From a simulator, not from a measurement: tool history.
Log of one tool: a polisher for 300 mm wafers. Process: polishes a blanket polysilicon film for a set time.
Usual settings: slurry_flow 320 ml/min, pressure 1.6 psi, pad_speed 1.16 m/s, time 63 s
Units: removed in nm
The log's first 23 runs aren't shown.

run    hour  slurry_flow  pressure  pad_speed  time  incoming thickness of the incoming film, nm  removed
 24  1270.1          320       1.6       1.16    63                                       1979.4    257.9
     1306.7  -- worn pad replaced by a new one
 25  1307.2          320       1.6       1.16    76                                       1924.1    325.5
 26  1375.1          320       1.6       1.16    80                                         1936    339.4
 27  1556.1          350       1.9       0.98    79                                         1964    336.6
 28  1605.8          320       1.2       1.16    47                                       1935.7    143.9
 29  1655.8          385       1.6       1.16    51                                       1927.2    213.4
 30  1711.1          235       1.6       1.16    63                                       1984.5    237.3
 31    1764          370       1.6       1.16    70                                       1934.5    287.9
     1796.1  -- worn pad replaced by a new one
 32  1816.1          320       1.6       1.16    63                                         1971    260.9
 33  1873.8          320       1.6       1.06    83                                       1946.5    306.9
     1900.4  -- slurry nozzle cleaned
 34  1925.7          375       1.1       1.16    46                                       1953.6    141.5
 35  1991.7          270         2       0.98    42                                       1939.5    188.9
 36  2041.4          320       1.6       1.16    63                                       1940.7    271.7
 37  2112.7          320       1.4       1.16    63                                       1940.7    233.6

4 ways to go on from here, each from the tool as it stands after run 37. What would each give?
  A  2113.1          320       1.6       1.16    63                                       1946.1        ?
  B  2113.1          245       1.6       1.16    63                                       1946.1        ?
  C  2113.1          395       1.6       0.98    63                                       1946.1        ?
  D  2113.1          320       1.8       1.16    63                                       1946.1        ?

run  removed
  A    265.6
  B    255.6
  C    229.6
  D    298.8
Without the tool's hidden state the same runs would have given:
run  removed
  A    279.2
  B    271.3
  C      240
  D    314.1
